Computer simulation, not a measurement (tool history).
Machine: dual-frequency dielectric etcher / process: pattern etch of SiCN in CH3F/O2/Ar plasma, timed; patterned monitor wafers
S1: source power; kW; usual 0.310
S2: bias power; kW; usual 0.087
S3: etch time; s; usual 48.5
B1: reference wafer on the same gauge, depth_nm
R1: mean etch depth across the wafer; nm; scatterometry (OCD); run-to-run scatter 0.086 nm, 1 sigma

Run 1, hour 0.0: usual settings; B1 17.94. Result: R1 15.63 nm.
Run 2, hour 12.8: usual settings; B1 17.91. Result: R1 15.64 nm.
Run 3, hour 25.0: usual settings but S3 58.0 s; B1 17.90. Result: R1 18.79 nm.
Run 4, hour 42.5: usual settings; B1 17.94. Result: R1 15.80 nm.
Run 5, hour 50.7: usual settings but S2 0.093 kW; B1 17.91. Result: R1 15.96 nm.
Run 6, hour 62.9: usual settings but S2 0.093 kW; B1 17.91. Result: R1 16.03 nm.
Run 7, hour 72.8: usual settings but S2 0.093 kW; B1 17.93. Result: R1 15.93 nm.
Run 8, hour 90.0: usual settings but S1 0.250 kW; B1 17.92. Result: R1 13.96 nm.
Run 9, hour 102.2: usual settings; B1 17.92. Result: R1 15.78 nm.
Run 10, hour 114.7: usual settings; B1 17.90. Result: R1 15.68 nm.
At hour 125.4: bias power generator calibrated.
Run 11, hour 127.1: usual settings but S2 0.094 kW, S3 58.0 s; B1 17.90. Result: R1 19.08 nm.
Run 12, hour 137.7: usual settings but S2 0.094 kW, S3 58.0 s; B1 17.92. Result: R1 18.99 nm.
Run 13, hour 151.1: usual settings but S3 57.5 s; B1 17.90. Result: R1 18.42 nm.
Run 14, hour 159.9: usual settings; B1 17.90. Result: R1 15.75 nm.
Run 15, hour 172.7: usual settings but S1 0.330 kW, S3 34.5 s; B1 17.90. Result: R1 11.42 nm.

Run 16 is up next; what results do you expect?
At hour 188.6: source power generator calibrated.
Run 16, hour 190.6: usual settings but S1 0.330 kW, S3 52.5 s; B1 ?. Result: R1 ?.

{"run 16": {"B1": 17.91, "R1": 17.31}}
The same run, on a tool lacking any hidden state, would have yielded R1 18.05 nm.
